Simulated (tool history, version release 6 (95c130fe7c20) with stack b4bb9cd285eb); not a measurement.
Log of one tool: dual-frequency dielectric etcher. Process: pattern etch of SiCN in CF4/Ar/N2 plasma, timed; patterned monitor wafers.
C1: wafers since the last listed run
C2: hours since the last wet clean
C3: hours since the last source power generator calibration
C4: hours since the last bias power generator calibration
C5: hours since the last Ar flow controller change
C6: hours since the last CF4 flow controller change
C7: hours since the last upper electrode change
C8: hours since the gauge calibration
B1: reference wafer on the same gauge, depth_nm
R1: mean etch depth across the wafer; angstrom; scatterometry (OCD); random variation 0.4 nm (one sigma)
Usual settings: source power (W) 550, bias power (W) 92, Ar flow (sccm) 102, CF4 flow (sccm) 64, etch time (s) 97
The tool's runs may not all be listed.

{"run": 1, "day": 0.0, "source power (W)": 550, "bias power (W)": 92, "Ar flow (sccm)": 114, "CF4 flow (sccm)": 64, "etch time (s)": 97, "C1": 0, "C2": 420.4, "C3": 1408.2, "C4": 2370.8, "C5": 2151.8, "C6": 4318.1, "C7": 3875.6, "C8": 152.6, "B1": 98, "R1": 1103}
{"run": 2, "day": 1.25, "source power (W)": 550, "bias power (W)": 92, "Ar flow (sccm)": 114, "CF4 flow (sccm)": 64, "etch time (s)": 97, "C1": 275, "C2": 450.4, "C3": 1438.2, "C4": 2400.8, "C5": 2181.8, "C6": 4348.1, "C7": 3905.6, "C8": 182.6, "B1": 98, "R1": 1105}
{"run": 3, "day": 2.7, "source power (W)": 550, "bias power (W)": 92, "Ar flow (sccm)": 102, "CF4 flow (sccm)": 64, "etch time (s)": 97, "C1": 319, "C2": 485.2, "C3": 1473, "C4": 2435.6, "C5": 2216.6, "C6": 4382.9, "C7": 3940.4, "C8": 217.4, "B1": 98, "R1": 1124}
{"run": 4, "day": 3.362, "source power (W)": 550, "bias power (W)": 92, "Ar flow (sccm)": 102, "CF4 flow (sccm)": 64, "etch time (s)": 97, "C1": 146, "C2": 501.1, "C3": 1488.9, "C4": 2451.5, "C5": 2232.5, "C6": 4398.8, "C7": 3956.3, "C8": 233.3, "B1": 98, "R1": 1135}
{"run": 5, "day": 4.667, "source power (W)": 550, "bias power (W)": 92, "Ar flow (sccm)": 102, "CF4 flow (sccm)": 64, "etch time (s)": 97, "C1": 287, "C2": 532.4, "C3": 1520.2, "C4": 2482.8, "C5": 2263.8, "C6": 4430.1, "C7": 3987.6, "C8": 264.6, "B1": 98, "R1": 1139}
{"run": 6, "day": 6.912, "source power (W)": 550, "bias power (W)": 92, "Ar flow (sccm)": 102, "CF4 flow (sccm)": 64, "etch time (s)": 97, "C1": 495, "C2": 586.3, "C3": 1574.1, "C4": 2536.7, "C5": 2317.7, "C6": 4484, "C7": 4041.5, "C8": 318.5, "B1": 98, "R1": 1132}
{"day": 7.317, "done": "CF4 flow controller replaced"}
{"day": 8.279, "done": "upper electrode replaced"}
{"run": 7, "day": 8.371, "source power (W)": 550, "bias power (W)": 92, "Ar flow (sccm)": 102, "CF4 flow (sccm)": 64, "etch time (s)": 97, "C1": 54, "C2": 621.3, "C3": 1609.1, "C4": 2571.7, "C5": 2352.7, "C6": 25.3, "C7": 2.2, "C8": 353.5, "B1": 98, "R1": 1149}
{"day": 8.604, "done": "source power generator calibrated"}
{"run": 8, "day": 9.371, "source power (W)": 550, "bias power (W)": 92, "Ar flow (sccm)": 102, "CF4 flow (sccm)": 64, "etch time (s)": 97, "C1": 183, "C2": 645.3, "C3": 18.4, "C4": 2595.7, "C5": 2376.7, "C6": 49.3, "C7": 26.2, "C8": 377.5, "B1": 98, "R1": 1146}
{"run": 9, "day": 10.642, "source power (W)": 550, "bias power (W)": 92, "Ar flow (sccm)": 102, "CF4 flow (sccm)": 54, "etch time (s)": 116, "C1": 280, "C2": 675.8, "C3": 48.9, "C4": 2626.2, "C5": 2407.2, "C6": 79.8, "C7": 56.7, "C8": 408, "B1": 98, "R1": 1342}
{"day": 11.85, "done": "wet clean of the chamber"}
{"day": 12.938, "done": "bias power generator calibrated"}
{"day": 13.133, "done": "gauge calibrated"}
{"day": 13.879, "done": "Ar flow controller replaced"}
{"run": 10, "day": 14.125, "source power (W)": 550, "bias power (W)": 92, "Ar flow (sccm)": 116, "CF4 flow (sccm)": 64, "etch time (s)": 113.5, "C1": 455, "C2": 54.6, "C3": 132.5, "C4": 28.5, "C5": 5.9, "C6": 163.4, "C7": 140.3, "C8": 23.8, "B1": 98, "R1": 1257}
{"run": 11, "day": 15.425, "source power (W)": 550, "bias power (W)": 92, "Ar flow (sccm)": 102, "CF4 flow (sccm)": 64, "etch time (s)": 97, "C1": 286, "C2": 85.8, "C3": 163.7, "C4": 59.7, "C5": 37.1, "C6": 194.6, "C7": 171.5, "C8": 55, "B1": 98.1, "R1": 1102}
{"run": 12, "day": 16.75, "source power (W)": 550, "bias power (W)": 105, "Ar flow (sccm)": 102, "CF4 flow (sccm)": 64, "etch time (s)": 112, "C1": 292, "C2": 117.6, "C3": 195.5, "C4": 91.5, "C5": 68.9, "C6": 226.4, "C7": 203.3, "C8": 86.8, "B1": 98.1, "R1": 1337}
{"run": 13, "day": 17.279, "source power (W)": 550, "bias power (W)": 83, "Ar flow (sccm)": 95, "CF4 flow (sccm)": 54, "etch time (s)": 112, "C1": 116, "C2": 130.3, "C3": 208.2, "C4": 104.2, "C5": 81.6, "C6": 239.1, "C7": 216, "C8": 99.5, "B1": 98, "R1": 1232}
{"run": 14, "day": 17.983, "source power (W)": 550, "bias power (W)": 92, "Ar flow (sccm)": 125, "CF4 flow (sccm)": 48, "etch time (s)": 88, "C1": 155, "C2": 147.2, "C3": 225.1, "C4": 121.1, "C5": 98.5, "C6": 256, "C7": 232.9, "C8": 116.4, "B1": 97.9, "R1": 930}

3 ways to go on from here, each from the tool as it stands after run 14. What would each give?
{"run": "A", "day": 18.0, "source power (W)": 550, "bias power (W)": 92, "Ar flow (sccm)": 102, "CF4 flow (sccm)": 64, "etch time (s)": 97, "C1": 3, "C2": 147.6, "C3": 225.5, "C4": 121.5, "C5": 98.9, "C6": 256.4, "C7": 233.3, "C8": 116.8, "B1": "?", "R1": "?"}
{"run": "B", "day": 18.0, "source power (W)": 550, "bias power (W)": 92, "Ar flow (sccm)": 102, "CF4 flow (sccm)": 58, "etch time (s)": 81.5, "C1": 3, "C2": 147.6, "C3": 225.5, "C4": 121.5, "C5": 98.9, "C6": 256.4, "C7": 233.3, "C8": 116.8, "B1": "?", "R1": "?"}
{"run": "C", "day": 18.0, "source power (W)": 610, "bias power (W)": 92, "Ar flow (sccm)": 102, "CF4 flow (sccm)": 64, "etch time (s)": 89.5, "C1": 3, "C2": 147.6, "C3": 225.5, "C4": 121.5, "C5": 98.9, "C6": 256.4, "C7": 233.3, "C8": 116.8, "B1": "?", "R1": "?"}

run=A B1=98 R1=1111
run=B B1=98 R1=924
run=C B1=98 R1=1098
Without the tool's hidden state the same runs would have given:
run=A R1=1097
run=B R1=912
run=C R1=1084
